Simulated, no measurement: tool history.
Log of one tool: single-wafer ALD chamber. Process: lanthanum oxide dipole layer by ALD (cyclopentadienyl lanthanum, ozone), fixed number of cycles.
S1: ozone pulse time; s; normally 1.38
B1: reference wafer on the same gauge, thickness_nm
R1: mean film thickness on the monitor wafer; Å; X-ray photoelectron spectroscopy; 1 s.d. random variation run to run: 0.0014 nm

run	hour	S1	B1	R1
1	0.0	1.73	0.653	5.69
2	47.4	1.20	0.653	5.36
3	106.8	1.20	0.653	5.34
4	158.0	1.38	0.653	5.47
5	187.7	1.38	0.654	5.46
6	224.1	1.38	0.654	5.44
7	276.3	1.38	0.653	5.43
# hour 295.3: ozone generator serviced
8	321.5	1.38	0.653	5.64
9	365.0	1.38	0.653	5.61
10	434.9	1.14	0.652	5.40
# hour 457.9: gauge calibrated
# hour 464.3: thermocouple changed; heater temperature recalibrated
11	500.8	1.14	0.654	5.38
12	553.0	1.14	0.653	5.35
13	598.1	1.38	0.653	5.53
14	660.7	0.90	0.652	5.05
15	700.3	1.88	0.652	5.75
# hour 760.3: ozone generator serviced
16	765.7	1.76	0.653	5.80
# hour 795.9: showerhead replaced
17	812.4	1.89	0.653	5.83
18	871.4	1.61	0.654	5.75
19	914.4	1.53	0.653	5.68
20	940.9	1.38	0.653	5.58
21	1011.4	1.75	0.653	5.76
22	1082.8	1.61	0.653	5.67
23	1122.1	1.01	0.653	5.17
24	1193.1	1.38	0.654	5.49
25	1248.2	1.89	0.653	5.73
# hour 1282.6: ozone generator serviced
26	1286.2	1.12	0.653	5.43
27	1321.9	1.09	0.653	5.37

Consider 4 possible next runs. They are alternatives, not a sequence: every one starts from the tool as it was left by run 27. What does each give?
A	1322.3	1.68	?	?
B	1322.3	0.86	?	?
C	1322.3	0.94	?	?
D	1322.3	0.85	?	?

run	B1	R1
A	0.654	5.78
B	0.654	5.14
C	0.654	5.24
D	0.654	5.12
Stripped of hidden state, with their random variation kept, the same runs would have yielded:
run	R1
A	5.79
B	5.18
C	5.28
D	5.16
